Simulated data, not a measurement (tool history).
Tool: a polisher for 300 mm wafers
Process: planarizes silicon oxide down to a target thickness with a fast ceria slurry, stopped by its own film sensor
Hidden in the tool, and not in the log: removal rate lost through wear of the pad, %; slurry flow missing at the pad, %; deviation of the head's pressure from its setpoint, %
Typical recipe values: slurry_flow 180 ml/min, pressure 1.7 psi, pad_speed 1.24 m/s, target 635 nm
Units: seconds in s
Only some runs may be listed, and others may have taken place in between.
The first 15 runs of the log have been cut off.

run,hour,slurry_flow,pressure,pad_speed,target,wafers since the last listed run,wafers polished on this pad,hours since the slurry nozzle was cleaned,hours since the head pressure was calibrated,"incoming thickness of the incoming film, nm",seconds
# hour 368.6: slurry nozzle cleaned
16,394.9,180,1.7,1.44,708,279,289,26.3,1073.7,1443.8,47.7
17,473,180,1.7,1.24,635,704,994,104.4,1151.8,1435.4,63.7
18,491.6,180,1.7,1.24,635,167,1161,123,1170.4,1443.3,67.3
19,506.2,205,1.7,1.24,465,131,1293,137.6,1185,1452,79.8
20,538.5,180,1.7,1.24,635,291,1585,169.9,1217.3,1446.5,67
21,570.8,180,1.7,1.24,635,291,1876,202.2,1249.6,1445,70.4
# hour 579.4: worn pad replaced by a new one
22,604.9,180,1.7,1.24,393,271,230,236.3,1283.7,1406.4,79
23,636.1,195,1.7,1.48,885,281,512,267.5,1314.9,1411.3,33.8
24,659.8,215,1.7,0.8,635,213,726,291.2,1338.6,1445.8,97.7
25,672.7,220,1.7,1.24,878,116,842,304.1,1351.5,1417.5,40.3
# hour 701.3: head pressure recalibrated
26,704.7,180,1.7,1.24,635,270,1113,336.1,3.4,1436.2,64
27,737.2,180,1.7,1.24,635,293,1406,368.6,35.9,1419.6,66.2

Expected results for the next run?
# hour 761.5: worn pad replaced by a new one
28,772.4,150,1.7,1.24,635,281,98,403.8,71.1,1452.7,?

{"run 28": {"seconds": 63.5}}
The same run, on a tool lacking any hidden state, would have yielded seconds 63.2 s.

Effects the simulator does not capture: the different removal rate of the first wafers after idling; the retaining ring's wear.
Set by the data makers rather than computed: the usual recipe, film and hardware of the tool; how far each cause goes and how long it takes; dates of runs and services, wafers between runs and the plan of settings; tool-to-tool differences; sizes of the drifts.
